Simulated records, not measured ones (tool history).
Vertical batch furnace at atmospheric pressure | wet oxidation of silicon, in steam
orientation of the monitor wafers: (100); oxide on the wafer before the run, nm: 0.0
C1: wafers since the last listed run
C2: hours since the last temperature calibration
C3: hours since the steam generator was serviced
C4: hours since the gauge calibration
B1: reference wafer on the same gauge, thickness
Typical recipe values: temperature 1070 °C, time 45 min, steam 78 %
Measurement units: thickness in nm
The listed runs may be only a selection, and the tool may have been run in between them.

{"run": 1, "hour": 0.0, "temperature": 1070, "time": 45, "steam": 78, "C1": 0, "C2": 2824.7, "C3": 1570.9, "C4": 608, "B1": 467.3, "thickness": 438.26}
{"run": 2, "hour": 33.6, "temperature": 1070, "time": 45, "steam": 78, "C1": 736, "C2": 2858.3, "C3": 1604.5, "C4": 641.6, "B1": 467.51, "thickness": 437.06}
{"run": 3, "hour": 123.3, "temperature": 1070, "time": 45, "steam": 78, "C1": 1965, "C2": 2948, "C3": 1694.2, "C4": 731.3, "B1": 467.79, "thickness": 435.92}
{"run": 4, "hour": 143.4, "temperature": 1070, "time": 30.5, "steam": 78, "C1": 440, "C2": 2968.1, "C3": 1714.3, "C4": 751.4, "B1": 468.17, "thickness": 342.24}
{"run": 5, "hour": 171.1, "temperature": 1070, "time": 45, "steam": 78, "C1": 606, "C2": 2995.8, "C3": 1742, "C4": 779.1, "B1": 467.6, "thickness": 434.58}
{"run": 6, "hour": 184.2, "temperature": 1070, "time": 45, "steam": 78, "C1": 286, "C2": 3008.9, "C3": 1755.1, "C4": 792.2, "B1": 467.31, "thickness": 435.84}
{"run": 7, "hour": 217.8, "temperature": 1070, "time": 45, "steam": 78, "C1": 736, "C2": 3042.5, "C3": 1788.7, "C4": 825.8, "B1": 468.24, "thickness": 433.73}
{"run": 8, "hour": 253.3, "temperature": 1070, "time": 45, "steam": 75, "C1": 777, "C2": 3078, "C3": 1824.2, "C4": 861.3, "B1": 468.14, "thickness": 423.43}
{"run": 9, "hour": 269.1, "temperature": 1070, "time": 45, "steam": 78, "C1": 346, "C2": 3093.8, "C3": 1840, "C4": 877.1, "B1": 468.49, "thickness": 432.91}
{"hour": 311.0, "done": "steam generator serviced"}
{"run": 10, "hour": 311.5, "temperature": 1070, "time": 45, "steam": 88, "C1": 403, "C2": 3136.2, "C3": 0.5, "C4": 919.5, "B1": 467.62, "thickness": 482.55}
{"run": 11, "hour": 321.0, "temperature": 1070, "time": 45, "steam": 88, "C1": 208, "C2": 3145.7, "C3": 10, "C4": 929, "B1": 468.04, "thickness": 481.88}
{"run": 12, "hour": 337.6, "temperature": 1070, "time": 45, "steam": 88, "C1": 363, "C2": 3162.3, "C3": 26.6, "C4": 945.6, "B1": 468.13, "thickness": 483.39}
{"run": 13, "hour": 365.1, "temperature": 1070, "time": 45, "steam": 69, "C1": 602, "C2": 3189.8, "C3": 54.1, "C4": 973.1, "B1": 468.01, "thickness": 416.86}
{"hour": 373.2, "done": "gauge calibrated"}
{"run": 14, "hour": 389.6, "temperature": 1070, "time": 45, "steam": 69, "C1": 536, "C2": 3214.3, "C3": 78.6, "C4": 16.4, "B1": 467.77, "thickness": 416.86}
{"run": 15, "hour": 415.3, "temperature": 1070, "time": 45, "steam": 69, "C1": 562, "C2": 3240, "C3": 104.3, "C4": 42.1, "B1": 467.86, "thickness": 417.6}
{"run": 16, "hour": 445.9, "temperature": 1070, "time": 45, "steam": 78, "C1": 670, "C2": 3270.6, "C3": 134.9, "C4": 72.7, "B1": 467.97, "thickness": 447.27}
{"run": 17, "hour": 480.8, "temperature": 1070, "time": 45, "steam": 78, "C1": 764, "C2": 3305.5, "C3": 169.8, "C4": 107.6, "B1": 468.7, "thickness": 447.94}
{"run": 18, "hour": 498.2, "temperature": 1070, "time": 45, "steam": 78, "C1": 381, "C2": 3322.9, "C3": 187.2, "C4": 125, "B1": 468.16, "thickness": 446.28}
{"run": 19, "hour": 518.0, "temperature": 1070, "time": 45, "steam": 78, "C1": 433, "C2": 3342.7, "C3": 207, "C4": 144.8, "B1": 468.29, "thickness": 449.41}
{"run": 20, "hour": 542.1, "temperature": 1070, "time": 61, "steam": 78, "C1": 527, "C2": 3366.8, "C3": 231.1, "C4": 168.9, "B1": 467.3, "thickness": 538.38}
{"run": 21, "hour": 577.1, "temperature": 1070, "time": 45, "steam": 78, "C1": 766, "C2": 3401.8, "C3": 266.1, "C4": 203.9, "B1": 468.43, "thickness": 448.78}
{"run": 22, "hour": 601.6, "temperature": 1090, "time": 45, "steam": 84, "C1": 536, "C2": 3426.3, "C3": 290.6, "C4": 228.4, "B1": 467.49, "thickness": 514.59}
{"hour": 650.5, "done": "thermocouples replaced and temperature profile calibrated"}
{"run": 23, "hour": 651.0, "temperature": 1070, "time": 45, "steam": 78, "C1": 556, "C2": 0.5, "C3": 340, "C4": 277.8, "B1": 467.61, "thickness": 448.72}
{"run": 24, "hour": 669.2, "temperature": 1087, "time": 53.5, "steam": 85, "C1": 398, "C2": 18.7, "C3": 358.2, "C4": 296, "B1": 468.06, "thickness": 566.32}
{"run": 25, "hour": 693.9, "temperature": 1055, "time": 45, "steam": 82, "C1": 541, "C2": 43.4, "C3": 382.9, "C4": 320.7, "B1": 467.96, "thickness": 425.12}
{"run": 26, "hour": 718.3, "temperature": 1050, "time": 28.5, "steam": 83, "C1": 534, "C2": 67.8, "C3": 407.3, "C4": 345.1, "B1": 467.65, "thickness": 310.63}
{"run": 27, "hour": 734.2, "temperature": 1055, "time": 45, "steam": 82, "C1": 348, "C2": 83.7, "C3": 423.2, "C4": 361, "B1": 467.69, "thickness": 426.15}
{"run": 28, "hour": 763.8, "temperature": 1083, "time": 45, "steam": 78, "C1": 648, "C2": 113.3, "C3": 452.8, "C4": 390.6, "B1": 468.7, "thickness": 476.38}
{"run": 29, "hour": 782.8, "temperature": 1070, "time": 45, "steam": 83, "C1": 416, "C2": 132.3, "C3": 471.8, "C4": 409.6, "B1": 467.97, "thickness": 464.44}
{"run": 30, "hour": 799.6, "temperature": 1083, "time": 45, "steam": 78, "C1": 368, "C2": 149.1, "C3": 488.6, "C4": 426.4, "B1": 467.72, "thickness": 476.6}
{"run": 31, "hour": 825.5, "temperature": 1062, "time": 57.5, "steam": 66, "C1": 567, "C2": 175, "C3": 514.5, "C4": 452.3, "B1": 467.67, "thickness": 450.11}
{"run": 32, "hour": 849.2, "temperature": 1047, "time": 45, "steam": 78, "C1": 519, "C2": 198.7, "C3": 538.2, "C4": 476, "B1": 468.39, "thickness": 393.21}
{"run": 33, "hour": 882.1, "temperature": 1094, "time": 52, "steam": 87, "C1": 720, "C2": 231.6, "C3": 571.1, "C4": 508.9, "B1": 468.24, "thickness": 581.55}
{"run": 34, "hour": 908.6, "temperature": 1059, "time": 45, "steam": 86, "C1": 580, "C2": 258.1, "C3": 597.6, "C4": 535.4, "B1": 468.67, "thickness": 445.82}
{"run": 35, "hour": 922.0, "temperature": 1070, "time": 45, "steam": 78, "C1": 293, "C2": 271.5, "C3": 611, "C4": 548.8, "B1": 468.13, "thickness": 448.34}
{"run": 36, "hour": 935.0, "temperature": 1047, "time": 45, "steam": 78, "C1": 284, "C2": 284.5, "C3": 624, "C4": 561.8, "B1": 467.59, "thickness": 392.33}
{"run": 37, "hour": 950.4, "temperature": 1070, "time": 45, "steam": 68, "C1": 337, "C2": 299.9, "C3": 639.4, "C4": 577.2, "B1": 468.06, "thickness": 411.19}
{"run": 38, "hour": 971.5, "temperature": 1084, "time": 64.5, "steam": 82, "C1": 462, "C2": 321, "C3": 660.5, "C4": 598.3, "B1": 467.68, "thickness": 607.15}
{"run": 39, "hour": 989.3, "temperature": 1070, "time": 45, "steam": 78, "C1": 389, "C2": 338.8, "C3": 678.3, "C4": 616.1, "B1": 467.39, "thickness": 448.22}

3 ways to go on from here, each from the tool as it stands after run 39. What would each give?
{"run": "A", "hour": 993.3, "temperature": 1070, "time": 45, "steam": 78, "C1": 87, "C2": 342.8, "C3": 682.3, "C4": 620.1, "B1": "?", "thickness": "?"}
{"run": "B", "hour": 993.3, "temperature": 1055, "time": 45, "steam": 88, "C1": 87, "C2": 342.8, "C3": 682.3, "C4": 620.1, "B1": "?", "thickness": "?"}
{"run": "C", "hour": 993.3, "temperature": 1070, "time": 45, "steam": 72, "C1": 87, "C2": 342.8, "C3": 682.3, "C4": 620.1, "B1": "?", "thickness": "?"}

run=A B1=468.06 thickness=447.2
run=B B1=468.06 thickness=444.05
run=C B1=468.06 thickness=425.99
Stripped of hidden state, with their random variation kept, the same runs would have yielded:
run=A thickness=449.08
run=B thickness=445.95
run=C thickness=427.79
